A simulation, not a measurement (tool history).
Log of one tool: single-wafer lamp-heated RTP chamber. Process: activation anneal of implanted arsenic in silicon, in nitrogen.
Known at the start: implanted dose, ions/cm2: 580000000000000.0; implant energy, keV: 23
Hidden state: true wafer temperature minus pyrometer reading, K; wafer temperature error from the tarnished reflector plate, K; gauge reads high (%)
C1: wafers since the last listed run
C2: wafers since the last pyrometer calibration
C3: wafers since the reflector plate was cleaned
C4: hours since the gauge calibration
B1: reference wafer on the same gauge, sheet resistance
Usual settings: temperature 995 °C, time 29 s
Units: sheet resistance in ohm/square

run 1 hour=0.0 | temperature=995 time=29 | C1=0 C2=4501 C3=12927 C4=455.1 | B1=202.98 | sheet_resistance=203.40
run 2 hour=10.0 | temperature=995 time=29 | C1=100 C2=4602 C3=13028 C4=465.1 | B1=202.91 | sheet_resistance=203.24
run 3 hour=26.1 | temperature=995 time=29 | C1=162 C2=4765 C3=13191 C4=481.2 | B1=203.08 | sheet_resistance=203.59
run 4 hour=35.3 | temperature=995 time=29 | C1=92 C2=4858 C3=13284 C4=490.4 | B1=203.04 | sheet_resistance=203.19
run 5 hour=49.1 | temperature=995 time=29 | C1=139 C2=4997 C3=13423 C4=504.2 | B1=203.04 | sheet_resistance=203.85
run 6 hour=57.0 | temperature=1008 time=29 | C1=79 C2=5077 C3=13503 C4=512.1 | B1=202.95 | sheet_resistance=202.12
run 7 hour=70.5 | temperature=995 time=29 | C1=136 C2=5213 C3=13639 C4=525.6 | B1=203.01 | sheet_resistance=203.52
run 8 hour=77.7 | temperature=995 time=38 | C1=72 C2=5286 C3=13712 C4=532.8 | B1=202.92 | sheet_resistance=201.85
run 9 hour=92.6 | temperature=995 time=38 | C1=150 C2=5436 C3=13862 C4=547.7 | B1=203.01 | sheet_resistance=201.58
run 10 hour=105.6 | temperature=995 time=38 | C1=131 C2=5567 C3=13993 C4=560.7 | B1=203.01 | sheet_resistance=201.89
run 11 hour=112.3 | temperature=995 time=29 | C1=67 C2=5635 C3=14061 C4=567.4 | B1=202.97 | sheet_resistance=203.12
run 12 hour=128.9 | temperature=995 time=29 | C1=167 C2=5803 C3=14228 C4=584.0 | B1=202.97 | sheet_resistance=202.93
run 13 hour=136.7 | temperature=972 time=29 | C1=78 C2=5881 C3=14307 C4=591.8 | B1=202.96 | sheet_resistance=206.42
-- hour=149.8 reflector plate cleaned
run 14 hour=185.8 | temperature=972 time=29 | C1=414 C2=6296 C3=362 C4=640.9 | B1=202.94 | sheet_resistance=205.72
run 15 hour=192.6 | temperature=1008 time=29 | C1=68 C2=6365 C3=431 C4=647.7 | B1=203.13 | sheet_resistance=201.06
run 16 hour=205.4 | temperature=978 time=45 | C1=129 C2=6494 C3=560 C4=660.5 | B1=203.01 | sheet_resistance=203.14
run 17 hour=220.0 | temperature=968 time=46 | C1=147 C2=6641 C3=708 C4=675.1 | B1=203.02 | sheet_resistance=204.18
run 18 hour=226.3 | temperature=1005 time=12 | C1=63 C2=6705 C3=771 C4=681.4 | B1=203.00 | sheet_resistance=206.93
run 19 hour=237.5 | temperature=1012 time=39 | C1=113 C2=6818 C3=884 C4=692.6 | B1=203.11 | sheet_resistance=197.90
run 20 hour=266.7 | temperature=995 time=29 | C1=294 C2=7113 C3=1179 C4=721.8 | B1=203.06 | sheet_resistance=202.33
run 21 hour=283.9 | temperature=995 time=29 | C1=173 C2=7286 C3=1353 C4=739.0 | B1=203.01 | sheet_resistance=201.97
-- hour=292.2 gauge calibrated
run 22 hour=298.5 | temperature=1017 time=16 | C1=147 C2=7434 C3=1500 C4=6.3 | B1=203.01 | sheet_resistance=202.85
run 23 hour=304.6 | temperature=972 time=17 | C1=61 C2=7495 C3=1562 C4=12.4 | B1=203.02 | sheet_resistance=209.05
run 24 hour=311.5 | temperature=995 time=29 | C1=69 C2=7565 C3=1631 C4=19.3 | B1=202.98 | sheet_resistance=202.04
run 25 hour=319.5 | temperature=984 time=42 | C1=80 C2=7646 C3=1712 C4=27.3 | B1=202.92 | sheet_resistance=201.27
run 26 hour=348.6 | temperature=981 time=17 | C1=293 C2=7939 C3=2006 C4=56.4 | B1=202.98 | sheet_resistance=207.58
-- hour=357.7 pyrometer window cleaned and pyrometer calibrated
run 27 hour=365.6 | temperature=995 time=22 | C1=90 C2=79 C3=2096 C4=73.4 | B1=203.03 | sheet_resistance=205.81
run 28 hour=373.5 | temperature=1022 time=15 | C1=79 C2=159 C3=2176 C4=81.3 | B1=203.00 | sheet_resistance=204.27
run 29 hour=380.0 | temperature=1005 time=29 | C1=65 C2=224 C3=2242 C4=87.8 | B1=203.07 | sheet_resistance=202.58
run 30 hour=386.6 | temperature=967 time=15 | C1=66 C2=291 C3=2308 C4=94.4 | B1=202.99 | sheet_resistance=211.31
run 31 hour=393.7 | temperature=995 time=29 | C1=71 C2=363 C3=2380 C4=101.5 | B1=203.02 | sheet_resistance=204.11
run 32 hour=405.7 | temperature=977 time=29 | C1=121 C2=484 C3=2501 C4=113.5 | B1=203.03 | sheet_resistance=207.26
run 33 hour=415.7 | temperature=995 time=29 | C1=100 C2=585 C3=2602 C4=123.5 | B1=202.98 | sheet_resistance=204.29
run 34 hour=421.9 | temperature=970 time=12 | C1=62 C2=647 C3=2665 C4=129.7 | B1=203.01 | sheet_resistance=212.10
run 35 hour=448.2 | temperature=995 time=36 | C1=265 C2=913 C3=2930 C4=156.0 | B1=203.00 | sheet_resistance=203.03
run 36 hour=457.3 | temperature=1022 time=24 | C1=91 C2=1005 C3=3022 C4=165.1 | B1=203.01 | sheet_resistance=201.20
run 37 hour=472.9 | temperature=982 time=46 | C1=157 C2=1162 C3=3179 C4=180.7 | B1=202.98 | sheet_resistance=203.18
run 38 hour=490.4 | temperature=976 time=22 | C1=176 C2=1339 C3=3356 C4=198.2 | B1=202.98 | sheet_resistance=208.47

The same runs without the tool's hidden state, with the same run-to-run variation:
run=1 sheet_resistance=204.13
run=2 sheet_resistance=204.00
run=3 sheet_resistance=204.41
run=4 sheet_resistance=204.03
run=5 sheet_resistance=204.75
run=6 sheet_resistance=203.09
run=7 sheet_resistance=204.49
run=8 sheet_resistance=202.92
run=9 sheet_resistance=202.71
run=10 sheet_resistance=203.08
run=11 sheet_resistance=204.25
run=12 sheet_resistance=204.13
run=13 sheet_resistance=207.57
run=14 sheet_resistance=207.07
run=15 sheet_resistance=202.61
run=16 sheet_resistance=204.82
run=17 sheet_resistance=205.78
run=18 sheet_resistance=208.40
run=19 sheet_resistance=199.86
run=20 sheet_resistance=204.17
run=21 sheet_resistance=203.90
run=22 sheet_resistance=204.81
run=23 sheet_resistance=210.67
run=24 sheet_resistance=204.12
run=25 sheet_resistance=203.57
run=26 sheet_resistance=209.50
run=27 sheet_resistance=206.00
run=28 sheet_resistance=204.46
run=29 sheet_resistance=202.78
run=30 sheet_resistance=211.45
run=31 sheet_resistance=204.31
run=32 sheet_resistance=207.45
run=33 sheet_resistance=204.49
run=34 sheet_resistance=212.25
run=35 sheet_resistance=203.27
run=36 sheet_resistance=201.45
run=37 sheet_resistance=203.45
run=38 sheet_resistance=208.69
